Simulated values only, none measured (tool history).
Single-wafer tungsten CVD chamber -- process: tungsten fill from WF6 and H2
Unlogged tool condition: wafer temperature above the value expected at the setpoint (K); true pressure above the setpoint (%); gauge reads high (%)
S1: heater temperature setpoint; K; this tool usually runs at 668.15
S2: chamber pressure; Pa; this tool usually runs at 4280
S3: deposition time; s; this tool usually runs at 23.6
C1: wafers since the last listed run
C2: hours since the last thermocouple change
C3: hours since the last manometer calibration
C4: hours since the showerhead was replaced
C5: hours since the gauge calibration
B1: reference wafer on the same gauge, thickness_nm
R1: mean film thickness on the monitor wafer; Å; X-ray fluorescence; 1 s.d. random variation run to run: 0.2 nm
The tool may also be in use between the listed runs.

run,hour,S1,S2,S3,C1,C2,C3,C4,C5,B1,R1
1,0.0,664.15,4280,23.6,0,2104.8,712.6,2223.5,587.5,69.501,567.51
2,34.4,664.15,4280,23.6,643,2139.2,747.0,2257.9,621.9,69.336,567.60
3,93.5,668.15,4280,23.6,1106,2198.3,806.1,2317.0,681.0,69.324,602.77
4,133.9,668.15,4280,23.6,756,2238.7,846.5,2357.4,721.4,69.302,606.32
5,165.9,668.15,4280,23.6,598,2270.7,878.5,2389.4,753.4,69.177,600.67
6,231.8,668.15,4280,23.6,1233,2336.6,944.4,2455.3,819.3,69.214,601.83
7,295.5,668.15,4280,21.7,1192,2400.3,1008.1,2519.0,883.0,69.192,553.89
8,329.3,668.15,4280,23.6,632,2434.1,1041.9,2552.8,916.8,69.117,603.30
# hour 364.9: gauge calibrated
9,369.6,668.15,4280,23.6,754,2474.4,1082.2,2593.1,4.7,71.096,621.27
10,412.6,668.15,4280,23.6,804,2517.4,1125.2,2636.1,47.7,70.772,616.25
11,472.8,668.15,4280,23.6,1126,2577.6,1185.4,2696.3,107.9,70.440,615.66
12,531.1,656.15,5306,23.6,1091,2635.9,1243.7,2754.6,166.2,70.103,571.54
13,574.2,655.15,4280,28.0,806,2679.0,1286.8,2797.7,209.3,69.931,581.90
# hour 589.2: thermocouple changed; heater temperature recalibrated
14,644.8,654.15,4013,19.2,1171,55.6,1357.4,2868.3,279.9,69.687,373.39
# hour 657.0: capacitance manometer re-zeroed and calibrated
15,676.8,668.15,4280,23.6,449,87.6,19.8,2900.3,311.9,69.639,609.37
16,702.2,668.15,4760,26.8,475,113.0,45.2,2925.7,337.3,69.504,740.07
# hour 718.8: showerhead replaced
17,759.2,673.15,3746,23.6,917,170.0,102.2,40.4,394.3,69.437,599.51
18,806.5,668.15,4280,25.2,885,217.3,149.5,87.7,441.6,69.209,644.31
19,837.9,654.15,4013,19.2,587,248.7,180.9,119.1,473.0,69.132,368.89
20,871.3,668.15,4280,23.6,625,282.1,214.3,152.5,506.4,69.044,603.28
21,934.4,668.15,4880,23.6,1180,345.2,277.4,215.6,569.5,69.027,655.72
22,977.3,674.15,4813,19.7,802,388.1,320.3,258.5,612.4,68.989,597.98

Here are 4 independent what-if runs from the current tool condition. What would each one return?
A,977.7,668.15,4280,23.6,7,388.5,320.7,258.9,612.8,?,?
B,977.7,682.15,4613,27.7,7,388.5,320.7,258.9,612.8,?,?
C,977.7,668.15,4626,23.6,7,388.5,320.7,258.9,612.8,?,?
D,977.7,683.15,4573,28.1,7,388.5,320.7,258.9,612.8,?,?

run,B1,R1
A,69.051,602.25
B,69.051,927.44
C,69.051,633.13
D,69.051,950.19
Take away the tool's hidden state, keep each run's random variation, and the runs would have read:
run,R1
A,620.65
B,955.79
C,652.48
D,979.23
